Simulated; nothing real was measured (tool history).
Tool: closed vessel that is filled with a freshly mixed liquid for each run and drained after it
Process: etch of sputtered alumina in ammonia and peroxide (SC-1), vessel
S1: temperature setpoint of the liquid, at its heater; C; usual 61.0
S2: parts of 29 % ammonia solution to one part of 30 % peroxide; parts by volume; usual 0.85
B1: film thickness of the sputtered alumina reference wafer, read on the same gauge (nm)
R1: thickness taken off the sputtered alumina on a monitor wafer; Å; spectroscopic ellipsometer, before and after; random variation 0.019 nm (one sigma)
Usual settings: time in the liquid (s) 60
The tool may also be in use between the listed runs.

run 1 day=0.000 | S1=61.0 S2=0.85 time_in_the_liquid_(s)=50 | B1=49.99 | R1=58.7
-- day=1.679 new drum of ammonia solution connected
run 2 day=1.904 | S1=61.0 S2=0.85 time_in_the_liquid_(s)=60 | B1=50.00 | R1=71.2
run 3 day=4.396 | S1=61.0 S2=0.85 time_in_the_liquid_(s)=60 | B1=50.00 | R1=71.0
run 4 day=8.067 | S1=61.0 S2=0.85 time_in_the_liquid_(s)=60 | B1=50.02 | R1=70.8
run 5 day=9.912 | S1=61.0 S2=0.85 time_in_the_liquid_(s)=60 | B1=49.99 | R1=70.8
run 6 day=12.183 | S1=61.0 S2=1.00 time_in_the_liquid_(s)=35 | B1=50.00 | R1=41.7
run 7 day=15.383 | S1=61.0 S2=1.00 time_in_the_liquid_(s)=35 | B1=50.03 | R1=41.5
-- day=17.700 ammonia flow meter replaced
run 8 day=18.571 | S1=61.0 S2=1.00 time_in_the_liquid_(s)=35 | B1=49.99 | R1=41.8
run 9 day=22.058 | S1=61.0 S2=0.55 time_in_the_liquid_(s)=60 | B1=49.99 | R1=67.3
-- day=25.317 new drum of ammonia solution connected
run 10 day=26.262 | S1=61.0 S2=0.85 time_in_the_liquid_(s)=35 | B1=50.01 | R1=41.6
-- day=27.292 gauge calibrated
run 11 day=32.871 | S1=61.0 S2=0.85 time_in_the_liquid_(s)=60 | B1=49.99 | R1=71.3
run 12 day=37.129 | S1=55.0 S2=1.00 time_in_the_liquid_(s)=35 | B1=50.00 | R1=30.6
run 13 day=40.446 | S1=53.0 S2=0.85 time_in_the_liquid_(s)=85 | B1=50.01 | R1=65.3
run 14 day=44.721 | S1=58.0 S2=0.85 time_in_the_liquid_(s)=75 | B1=50.02 | R1=75.0
-- day=46.546 ammonia flow meter replaced
run 15 day=47.233 | S1=61.0 S2=0.85 time_in_the_liquid_(s)=60 | B1=49.98 | R1=70.9
-- day=48.883 new drum of ammonia solution connected
run 16 day=50.317 | S1=61.0 S2=0.70 time_in_the_liquid_(s)=35 | B1=49.99 | R1=40.8
run 17 day=53.750 | S1=61.0 S2=0.85 time_in_the_liquid_(s)=60 | B1=50.01 | R1=71.2
run 18 day=56.004 | S1=65.5 S2=0.45 time_in_the_liquid_(s)=80 | B1=50.00 | R1=111.9
run 19 day=59.396 | S1=52.0 S2=1.00 time_in_the_liquid_(s)=30 | B1=49.99 | R1=22.4
-- day=60.529 thermometer replaced
run 20 day=62.804 | S1=57.0 S2=0.85 time_in_the_liquid_(s)=60 | B1=49.99 | R1=57.6
run 21 day=65.208 | S1=57.5 S2=1.00 time_in_the_liquid_(s)=60 | B1=50.01 | R1=59.8
run 22 day=67.696 | S1=57.5 S2=0.55 time_in_the_liquid_(s)=40 | B1=50.01 | R1=37.5
run 23 day=70.833 | S1=64.5 S2=0.50 time_in_the_liquid_(s)=70 | B1=50.02 | R1=92.8
-- day=73.592 new drum of ammonia solution connected
run 24 day=74.525 | S1=61.0 S2=0.85 time_in_the_liquid_(s)=60 | B1=50.01 | R1=70.5
-- day=76.904 ammonia flow meter replaced
run 25 day=77.296 | S1=61.0 S2=0.85 time_in_the_liquid_(s)=60 | B1=49.99 | R1=71.5
run 26 day=80.967 | S1=61.0 S2=0.85 time_in_the_liquid_(s)=85 | B1=49.99 | R1=100.8
run 27 day=83.142 | S1=55.0 S2=1.05 time_in_the_liquid_(s)=30 | B1=49.99 | R1=26.5
run 28 day=86.300 | S1=61.0 S2=1.05 time_in_the_liquid_(s)=40 | B1=49.99 | R1=48.4

The tool's hidden state at each run:
liquid colder than its thermometer reads (K): 0 in every run
gauge reads high (%): 0 in every run
H1: ammonia flow below the setpoint (%)
H2: ammonia solution weaker than its label (%)
run=1 H1=4.76 H2=12.6
run=2 H1=5.56 H2=2.3
run=3 H1=6.61 H2=3.55
run=4 H1=8.15 H2=5.37
run=5 H1=8.93 H2=6.29
run=6 H1=9.89 H2=7.43
run=7 H1=11.2 H2=9.02
run=8 H1=0.841 H2=10.6
run=9 H1=2.31 H2=12.3
run=10 H1=4.08 H2=1.08
run=11 H1=6.86 H2=4.37
run=12 H1=8.66 H2=6.5
run=13 H1=10.1 H2=8.15
run=14 H1=11.9 H2=10.3
run=15 H1=0.709 H2=11.5
run=16 H1=2.01 H2=0.757
run=17 H1=3.45 H2=2.47
run=18 H1=4.4 H2=3.59
run=19 H1=5.83 H2=5.28
run=20 H1=7.27 H2=6.98
run=21 H1=8.28 H2=8.18
run=22 H1=9.33 H2=9.42
run=23 H1=10.7 H2=11
run=24 H1=12.2 H2=0.966
run=25 H1=0.641 H2=2.35
run=26 H1=2.19 H2=4.18
run=27 H1=3.1 H2=5.26
run=28 H1=4.43 H2=6.83
